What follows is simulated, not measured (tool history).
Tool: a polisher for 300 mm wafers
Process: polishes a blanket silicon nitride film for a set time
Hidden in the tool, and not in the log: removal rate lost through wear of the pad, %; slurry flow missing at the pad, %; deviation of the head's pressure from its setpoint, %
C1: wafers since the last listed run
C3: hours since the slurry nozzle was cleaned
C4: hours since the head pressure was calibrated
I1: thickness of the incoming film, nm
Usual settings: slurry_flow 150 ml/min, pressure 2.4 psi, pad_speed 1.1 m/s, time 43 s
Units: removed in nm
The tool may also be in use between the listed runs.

{"run": 1, "day": 0.0, "slurry_flow": 150, "pressure": 2.4, "pad_speed": 1.1, "time": 43, "C1": 0, "wafers polished on this pad": 725, "C3": 282.7, "C4": 1174.1, "I1": 452.8, "removed": 47.3}
{"run": 2, "day": 13.238, "slurry_flow": 150, "pressure": 2.4, "pad_speed": 1.1, "time": 43, "C1": 2447, "wafers polished on this pad": 3173, "C3": 600.4, "C4": 1491.8, "I1": 454.9, "removed": 45.9}
{"day": 15.5, "done": "head pressure recalibrated"}
{"run": 3, "day": 16.721, "slurry_flow": 150, "pressure": 2.4, "pad_speed": 1.1, "time": 43, "C1": 628, "wafers polished on this pad": 3802, "C3": 684, "C4": 29.3, "I1": 451.4, "removed": 45.3}
{"run": 4, "day": 19.512, "slurry_flow": 150, "pressure": 2.4, "pad_speed": 1.1, "time": 43, "C1": 516, "wafers polished on this pad": 4318, "C3": 751, "C4": 96.3, "I1": 447.1, "removed": 42.6}
{"run": 5, "day": 24.0, "slurry_flow": 150, "pressure": 2.4, "pad_speed": 1.1, "time": 43, "C1": 829, "wafers polished on this pad": 5147, "C3": 858.7, "C4": 204, "I1": 447.7, "removed": 41.3}
{"day": 26.662, "done": "slurry nozzle cleaned"}
{"run": 6, "day": 27.525, "slurry_flow": 150, "pressure": 2.4, "pad_speed": 1.1, "time": 43, "C1": 644, "wafers polished on this pad": 5791, "C3": 20.7, "C4": 288.6, "I1": 453.4, "removed": 47.4}
{"run": 7, "day": 29.108, "slurry_flow": 135, "pressure": 2.4, "pad_speed": 1.1, "time": 43, "C1": 292, "wafers polished on this pad": 6084, "C3": 58.7, "C4": 326.6, "I1": 453, "removed": 46}
{"day": 29.292, "done": "worn pad replaced by a new one"}
{"run": 8, "day": 32.054, "slurry_flow": 135, "pressure": 2.4, "pad_speed": 1.1, "time": 43, "C1": 513, "wafers polished on this pad": 510, "C3": 129.4, "C4": 397.3, "I1": 452.2, "removed": 46.3}
{"run": 9, "day": 36.275, "slurry_flow": 190, "pressure": 2.4, "pad_speed": 1.22, "time": 43, "C1": 780, "wafers polished on this pad": 1291, "C3": 230.7, "C4": 498.6, "I1": 450.7, "removed": 51.5}
{"run": 10, "day": 38.392, "slurry_flow": 190, "pressure": 2.4, "pad_speed": 1.22, "time": 43, "C1": 391, "wafers polished on this pad": 1682, "C3": 281.5, "C4": 549.4, "I1": 450.2, "removed": 51.2}
{"run": 11, "day": 42.679, "slurry_flow": 190, "pressure": 2.4, "pad_speed": 1.22, "time": 43, "C1": 792, "wafers polished on this pad": 2475, "C3": 384.4, "C4": 652.3, "I1": 448.7, "removed": 50.7}
{"run": 12, "day": 46.238, "slurry_flow": 150, "pressure": 2.4, "pad_speed": 1.1, "time": 43, "C1": 657, "wafers polished on this pad": 3133, "C3": 469.8, "C4": 737.7, "I1": 450.2, "removed": 46.5}
{"run": 13, "day": 47.758, "slurry_flow": 150, "pressure": 2.4, "pad_speed": 1.1, "time": 43, "C1": 281, "wafers polished on this pad": 3414, "C3": 506.3, "C4": 774.2, "I1": 452, "removed": 46}
{"run": 14, "day": 51.446, "slurry_flow": 150, "pressure": 1.8, "pad_speed": 1.3, "time": 36, "C1": 681, "wafers polished on this pad": 4096, "C3": 594.8, "C4": 862.7, "I1": 455.6, "removed": 30.8}
{"day": 57.304, "done": "slurry nozzle cleaned"}
{"day": 61.7, "done": "worn pad replaced by a new one"}
{"run": 15, "day": 63.475, "slurry_flow": 150, "pressure": 2.7, "pad_speed": 0.9, "time": 43, "C1": 2185, "wafers polished on this pad": 328, "C3": 148.1, "C4": 1151.4, "I1": 449, "removed": 48.3}
{"run": 16, "day": 66.117, "slurry_flow": 150, "pressure": 2.4, "pad_speed": 1.1, "time": 43, "C1": 488, "wafers polished on this pad": 816, "C3": 211.5, "C4": 1214.8, "I1": 455.8, "removed": 46.5}
{"day": 78.042, "done": "head pressure recalibrated"}
{"run": 17, "day": 78.196, "slurry_flow": 150, "pressure": 2.1, "pad_speed": 0.94, "time": 51, "C1": 2217, "wafers polished on this pad": 3034, "C3": 501.4, "C4": 3.7, "I1": 451, "removed": 44}
{"run": 18, "day": 81.296, "slurry_flow": 150, "pressure": 2.4, "pad_speed": 1.1, "time": 43, "C1": 573, "wafers polished on this pad": 3608, "C3": 575.8, "C4": 78.1, "I1": 453.8, "removed": 44.5}
{"run": 19, "day": 83.621, "slurry_flow": 165, "pressure": 2, "pad_speed": 1.4, "time": 32, "C1": 429, "wafers polished on this pad": 4037, "C3": 631.6, "C4": 133.9, "I1": 449.2, "removed": 31.8}
{"run": 20, "day": 86.721, "slurry_flow": 150, "pressure": 2.4, "pad_speed": 1.1, "time": 43, "C1": 573, "wafers polished on this pad": 4611, "C3": 706, "C4": 208.3, "I1": 445.9, "removed": 42.5}
{"run": 21, "day": 90.029, "slurry_flow": 180, "pressure": 2.4, "pad_speed": 1.2, "time": 29, "C1": 611, "wafers polished on this pad": 5222, "C3": 785.4, "C4": 287.7, "I1": 457.1, "removed": 30.5}
{"day": 91.5, "done": "slurry nozzle cleaned"}
{"run": 22, "day": 91.696, "slurry_flow": 150, "pressure": 2.4, "pad_speed": 1.1, "time": 43, "C1": 300, "wafers polished on this pad": 5523, "C3": 4.7, "C4": 327.7, "I1": 450.9, "removed": 46.3}
{"day": 94.004, "done": "worn pad replaced by a new one"}
{"run": 23, "day": 96.067, "slurry_flow": 190, "pressure": 2.4, "pad_speed": 1.1, "time": 38, "C1": 777, "wafers polished on this pad": 381, "C3": 109.6, "C4": 432.6, "I1": 450.6, "removed": 43.1}
{"run": 24, "day": 98.679, "slurry_flow": 150, "pressure": 2.4, "pad_speed": 1.1, "time": 49, "C1": 483, "wafers polished on this pad": 864, "C3": 172.3, "C4": 495.3, "I1": 455, "removed": 53.2}
{"run": 25, "day": 102.879, "slurry_flow": 150, "pressure": 2.4, "pad_speed": 1.1, "time": 43, "C1": 776, "wafers polished on this pad": 1641, "C3": 273.1, "C4": 596.1, "I1": 443.2, "removed": 46.3}
{"run": 26, "day": 106.642, "slurry_flow": 180, "pressure": 2.4, "pad_speed": 1.42, "time": 57, "C1": 695, "wafers polished on this pad": 2336, "C3": 363.4, "C4": 686.4, "I1": 442.1, "removed": 73.2}
{"run": 27, "day": 109.804, "slurry_flow": 125, "pressure": 2.4, "pad_speed": 1.1, "time": 43, "C1": 584, "wafers polished on this pad": 2921, "C3": 439.3, "C4": 762.3, "I1": 448.9, "removed": 43.8}
{"run": 28, "day": 112.246, "slurry_flow": 150, "pressure": 1.7, "pad_speed": 0.88, "time": 43, "C1": 451, "wafers polished on this pad": 3373, "C3": 497.9, "C4": 820.9, "I1": 450.6, "removed": 28.5}
{"run": 29, "day": 116.008, "slurry_flow": 125, "pressure": 2.4, "pad_speed": 0.88, "time": 43, "C1": 695, "wafers polished on this pad": 4068, "C3": 588.2, "C4": 911.2, "I1": 449.8, "removed": 38.3}
{"run": 30, "day": 120.092, "slurry_flow": 130, "pressure": 2.4, "pad_speed": 0.82, "time": 43, "C1": 754, "wafers polished on this pad": 4823, "C3": 686.2, "C4": 1009.2, "I1": 449.6, "removed": 36.4}
{"run": 31, "day": 121.729, "slurry_flow": 120, "pressure": 2.4, "pad_speed": 1.1, "time": 43, "C1": 302, "wafers polished on this pad": 5126, "C3": 725.5, "C4": 1048.5, "I1": 449.6, "removed": 40.3}
{"run": 32, "day": 124.4, "slurry_flow": 110, "pressure": 2.6, "pad_speed": 1.38, "time": 51, "C1": 493, "wafers polished on this pad": 5620, "C3": 789.6, "C4": 1112.6, "I1": 453.9, "removed": 54.7}
{"day": 125.483, "done": "slurry nozzle cleaned"}
{"run": 33, "day": 125.983, "slurry_flow": 150, "pressure": 2.4, "pad_speed": 1.1, "time": 43, "C1": 285, "wafers polished on this pad": 5905, "C3": 12, "C4": 1150.6, "I1": 443.7, "removed": 47.4}
{"run": 34, "day": 127.967, "slurry_flow": 135, "pressure": 2, "pad_speed": 1.1, "time": 29, "C1": 366, "wafers polished on this pad": 6272, "C3": 59.6, "C4": 1198.2, "I1": 450.2, "removed": 25.4}
{"run": 35, "day": 130.342, "slurry_flow": 105, "pressure": 2.4, "pad_speed": 1.1, "time": 43, "C1": 439, "wafers polished on this pad": 6711, "C3": 116.6, "C4": 1255.2, "I1": 448.6, "removed": 42.9}
{"day": 130.642, "done": "worn pad replaced by a new one"}
{"run": 36, "day": 133.712, "slurry_flow": 130, "pressure": 2.4, "pad_speed": 0.82, "time": 43, "C1": 592, "wafers polished on this pad": 568, "C3": 197.5, "C4": 1336.1, "I1": 454.5, "removed": 39.7}
{"run": 37, "day": 135.683, "slurry_flow": 150, "pressure": 2.4, "pad_speed": 1.1, "time": 43, "C1": 364, "wafers polished on this pad": 932, "C3": 244.8, "C4": 1383.4, "I1": 458.9, "removed": 47.1}
{"day": 138.529, "done": "head pressure recalibrated"}
{"run": 38, "day": 140.008, "slurry_flow": 150, "pressure": 2.4, "pad_speed": 1.1, "time": 43, "C1": 784, "wafers polished on this pad": 1716, "C3": 348.6, "C4": 35.5, "I1": 448, "removed": 46.6}

3 ways to go on from here, each from the tool as it stands after run 38. What would each give?
{"run": "A", "day": 140.025, "slurry_flow": 150, "pressure": 2.4, "pad_speed": 1.1, "time": 43, "C1": 3, "wafers polished on this pad": 1719, "C3": 349, "C4": 35.9, "I1": 445.8, "removed": "?"}
{"run": "B", "day": 140.025, "slurry_flow": 115, "pressure": 1.7, "pad_speed": 1.46, "time": 53, "C1": 3, "wafers polished on this pad": 1719, "C3": 349, "C4": 35.9, "I1": 445.8, "removed": "?"}
{"run": "C", "day": 140.025, "slurry_flow": 180, "pressure": 2.4, "pad_speed": 1.1, "time": 43, "C1": 3, "wafers polished on this pad": 1719, "C3": 349, "C4": 35.9, "I1": 445.8, "removed": "?"}

run=A removed=47.1
run=B removed=45
run=C removed=48.8
Without the tool's hidden state the same runs would have given:
run=A removed=48.6
run=B removed=46.8
run=C removed=50.1
